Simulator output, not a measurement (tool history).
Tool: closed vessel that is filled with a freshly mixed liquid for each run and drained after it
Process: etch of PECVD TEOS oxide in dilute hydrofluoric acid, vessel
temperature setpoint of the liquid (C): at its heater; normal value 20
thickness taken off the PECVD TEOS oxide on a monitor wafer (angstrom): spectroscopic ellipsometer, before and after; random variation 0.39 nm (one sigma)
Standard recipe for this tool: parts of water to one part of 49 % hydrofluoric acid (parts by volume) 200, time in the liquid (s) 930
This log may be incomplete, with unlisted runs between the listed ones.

| run | hour | temperature setpoint of the liquid (C) | parts of water to one part of 49 % hydrofluoric acid (parts by volume) | time in the liquid (s) | read-back film thickness of the PECVD TEOS oxide reference wafer, read on the same gauge (nm) | thickness taken off the PECVD TEOS oxide on a monitor wafer (angstrom) |
|---|---|---|---|---|---|---|
| 1 | 0 | 19 | 200 | 930 | 79.98 | 596 |
| 2 | 37.4 | 19 | 200 | 930 | 80 | 599.4 |
| 3 | 118.6 | 20 | 200 | 930 | 79.98 | 619.8 |
| 4 | 194.3 | 20 | 260 | 930 | 80.02 | 453.5 |
| 5 | 279 | 20 | 260 | 930 | 80 | 454.9 |
| 6 | 375.7 | 20 | 250 | 1275 | 80.03 | 662 |
| 7 | 454.9 | 20 | 200 | 930 | 79.99 | 629.2 |
|  | 500.8 | gauge calibrated |
| 8 | 520 | 20 | 200 | 930 | 80.04 | 629.7 |
| 9 | 624.2 | 20 | 200 | 930 | 79.99 | 642.4 |
|  | 671.3 | thermometer replaced |
| 10 | 685.9 | 20 | 200 | 930 | 80 | 559.7 |
| 11 | 769.3 | 20 | 260 | 930 | 80.04 | 411.8 |
| 12 | 875.4 | 23.5 | 200 | 930 | 80.04 | 656.1 |
| 13 | 922.2 | 20 | 200 | 1400 | 79.99 | 861.9 |
|  | 945.2 | hydrofluoric acid flow meter replaced |
| 14 | 1001.5 | 24 | 200 | 435 | 79.99 | 313.5 |
| 15 | 1083.5 | 17 | 200 | 930 | 80.05 | 519.9 |
| 16 | 1160.9 | 20 | 235 | 1210 | 80 | 620.3 |
| 17 | 1225.7 | 20 | 125 | 660 | 79.96 | 718.2 |
|  | 1324.3 | gauge calibrated |
| 18 | 1325.9 | 20 | 235 | 930 | 80.02 | 481.8 |

Branching from run 18: 3 alternative next runs. What would each branch give?
| A | 1326.8 | 20 | 200 | 930 | ? | ? |
| B | 1326.8 | 20 | 200 | 1150 | ? | ? |
| C | 1326.8 | 22.5 | 110 | 1225 | ? | ? |

| run | read-back film thickness of the PECVD TEOS oxide reference wafer, read on the same gauge (nm) | thickness taken off the PECVD TEOS oxide on a monitor wafer (angstrom) |
|---|---|---|
| A | 79.98 | 582.8 |
| B | 79.98 | 720.7 |
| C | 79.98 | 1696.6 |
Take away the tool's hidden state, keep each run's random variation, and the runs would have read:
| run | thickness taken off the PECVD TEOS oxide on a monitor wafer (angstrom) |
|---|---|
| A | 566.1 |
| B | 700 |
| C | 1646.1 |

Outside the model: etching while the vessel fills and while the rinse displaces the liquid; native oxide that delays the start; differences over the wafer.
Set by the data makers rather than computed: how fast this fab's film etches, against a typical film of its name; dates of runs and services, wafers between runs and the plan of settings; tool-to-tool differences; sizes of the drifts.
